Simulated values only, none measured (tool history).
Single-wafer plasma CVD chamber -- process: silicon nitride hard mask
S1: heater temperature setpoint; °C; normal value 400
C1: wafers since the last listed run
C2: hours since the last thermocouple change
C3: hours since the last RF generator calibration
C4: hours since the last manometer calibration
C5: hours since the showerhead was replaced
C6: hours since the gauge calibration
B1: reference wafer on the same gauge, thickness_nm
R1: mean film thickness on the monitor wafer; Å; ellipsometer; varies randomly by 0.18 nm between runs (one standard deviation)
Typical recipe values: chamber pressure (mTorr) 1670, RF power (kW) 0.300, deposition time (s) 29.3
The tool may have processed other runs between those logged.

run 1 hour=0.0 | S1=407 chamber_pressure_(mTorr)=1440 RF_power_(kW)=0.300 deposition_time_(s)=29.3 | C1=0 C2=882.5 C3=1465.9 C4=2217.6 C5=2703.4 C6=135.9 | B1=38.570 | R1=338.98
run 2 hour=14.9 | S1=407 chamber_pressure_(mTorr)=1440 RF_power_(kW)=0.300 deposition_time_(s)=29.3 | C1=416 C2=897.4 C3=1480.8 C4=2232.5 C5=2718.3 C6=150.8 | B1=38.532 | R1=342.24
run 3 hour=27.0 | S1=400 chamber_pressure_(mTorr)=1670 RF_power_(kW)=0.300 deposition_time_(s)=29.3 | C1=338 C2=909.5 C3=1492.9 C4=2244.6 C5=2730.4 C6=162.9 | B1=38.436 | R1=349.95
run 4 hour=34.9 | S1=400 chamber_pressure_(mTorr)=1670 RF_power_(kW)=0.300 deposition_time_(s)=29.3 | C1=220 C2=917.4 C3=1500.8 C4=2252.5 C5=2738.3 C6=170.8 | B1=38.559 | R1=354.23
run 5 hour=45.4 | S1=400 chamber_pressure_(mTorr)=1670 RF_power_(kW)=0.300 deposition_time_(s)=29.3 | C1=293 C2=927.9 C3=1511.3 C4=2263.0 C5=2748.8 C6=181.3 | B1=38.519 | R1=354.50
run 6 hour=63.0 | S1=400 chamber_pressure_(mTorr)=1670 RF_power_(kW)=0.300 deposition_time_(s)=29.3 | C1=491 C2=945.5 C3=1528.9 C4=2280.6 C5=2766.4 C6=198.9 | B1=38.491 | R1=350.58
run 7 hour=110.4 | S1=400 chamber_pressure_(mTorr)=1670 RF_power_(kW)=0.300 deposition_time_(s)=29.3 | C1=1324 C2=992.9 C3=1576.3 C4=2328.0 C5=2813.8 C6=246.3 | B1=38.467 | R1=354.34
run 8 hour=126.8 | S1=400 chamber_pressure_(mTorr)=1670 RF_power_(kW)=0.300 deposition_time_(s)=29.3 | C1=458 C2=1009.3 C3=1592.7 C4=2344.4 C5=2830.2 C6=262.7 | B1=38.566 | R1=355.28
run 9 hour=138.0 | S1=400 chamber_pressure_(mTorr)=1670 RF_power_(kW)=0.300 deposition_time_(s)=29.3 | C1=313 C2=1020.5 C3=1603.9 C4=2355.6 C5=2841.4 C6=273.9 | B1=38.523 | R1=353.12
run 10 hour=145.0 | S1=400 chamber_pressure_(mTorr)=1670 RF_power_(kW)=0.300 deposition_time_(s)=29.3 | C1=195 C2=1027.5 C3=1610.9 C4=2362.6 C5=2848.4 C6=280.9 | B1=38.421 | R1=351.18
run 11 hour=162.9 | S1=400 chamber_pressure_(mTorr)=1670 RF_power_(kW)=0.300 deposition_time_(s)=29.3 | C1=500 C2=1045.4 C3=1628.8 C4=2380.5 C5=2866.3 C6=298.8 | B1=38.549 | R1=352.70
run 12 hour=177.9 | S1=400 chamber_pressure_(mTorr)=1670 RF_power_(kW)=0.300 deposition_time_(s)=29.3 | C1=419 C2=1060.4 C3=1643.8 C4=2395.5 C5=2881.3 C6=313.8 | B1=38.440 | R1=350.22
run 13 hour=185.9 | S1=400 chamber_pressure_(mTorr)=1670 RF_power_(kW)=0.300 deposition_time_(s)=29.3 | C1=223 C2=1068.4 C3=1651.8 C4=2403.5 C5=2889.3 C6=321.8 | B1=38.383 | R1=351.81
run 14 hour=203.7 | S1=407 chamber_pressure_(mTorr)=2060 RF_power_(kW)=0.300 deposition_time_(s)=29.3 | C1=497 C2=1086.2 C3=1669.6 C4=2421.3 C5=2907.1 C6=339.6 | B1=38.438 | R1=360.43
run 15 hour=219.6 | S1=400 chamber_pressure_(mTorr)=1670 RF_power_(kW)=0.300 deposition_time_(s)=29.3 | C1=444 C2=1102.1 C3=1685.5 C4=2437.2 C5=2923.0 C6=355.5 | B1=38.500 | R1=354.93
run 16 hour=246.3 | S1=400 chamber_pressure_(mTorr)=1450 RF_power_(kW)=0.300 deposition_time_(s)=26.4 | C1=746 C2=1128.8 C3=1712.2 C4=2463.9 C5=2949.7 C6=382.2 | B1=38.562 | R1=309.92
run 17 hour=253.4 | S1=400 chamber_pressure_(mTorr)=1880 RF_power_(kW)=0.300 deposition_time_(s)=29.3 | C1=198 C2=1135.9 C3=1719.3 C4=2471.0 C5=2956.8 C6=389.3 | B1=38.493 | R1=361.27
-- hour=261.6 RF generator calibrated
-- hour=286.8 gauge calibrated
-- hour=289.2 capacitance manometer re-zeroed and calibrated
-- hour=291.3 showerhead replaced
run 18 hour=300.7 | S1=400 chamber_pressure_(mTorr)=1550 RF_power_(kW)=0.315 deposition_time_(s)=29.3 | C1=815 C2=1183.2 C3=39.1 C4=11.5 C5=9.4 C6=13.9 | B1=38.597 | R1=356.80
-- hour=318.9 thermocouple changed; heater temperature recalibrated
run 19 hour=319.4 | S1=400 chamber_pressure_(mTorr)=1670 RF_power_(kW)=0.330 deposition_time_(s)=26.3 | C1=299 C2=0.5 C3=57.8 C4=30.2 C5=28.1 C6=32.6 | B1=38.500 | R1=337.30
run 20 hour=332.4 | S1=414 chamber_pressure_(mTorr)=1670 RF_power_(kW)=0.300 deposition_time_(s)=26.5 | C1=363 C2=13.5 C3=70.8 C4=43.2 C5=41.1 C6=45.6 | B1=38.452 | R1=315.03
run 21 hour=341.1 | S1=400 chamber_pressure_(mTorr)=1670 RF_power_(kW)=0.300 deposition_time_(s)=29.3 | C1=243 C2=22.2 C3=79.5 C4=51.9 C5=49.8 C6=54.3 | B1=38.509 | R1=351.47
run 22 hour=348.1 | S1=400 chamber_pressure_(mTorr)=1670 RF_power_(kW)=0.300 deposition_time_(s)=29.3 | C1=195 C2=29.2 C3=86.5 C4=58.9 C5=56.8 C6=61.3 | B1=38.535 | R1=352.47
run 23 hour=357.8 | S1=404 chamber_pressure_(mTorr)=1670 RF_power_(kW)=0.300 deposition_time_(s)=24.3 | C1=271 C2=38.9 C3=96.2 C4=68.6 C5=66.5 C6=71.0 | B1=38.505 | R1=289.96

Run 24 has not been measured yet. What should we expect?
run 24 hour=370.7 | S1=414 chamber_pressure_(mTorr)=1350 RF_power_(kW)=0.315 deposition_time_(s)=26.4 | C1=360 C2=51.8 C3=109.1 C4=81.5 C5=79.4 C6=83.9 | B1=? | R1=?

{"run 24": {"B1": 38.497, "R1": 315.33}}
If the tool had no hidden condition, the same run with the same run-to-run variation would have returned R1 315.33 Å.
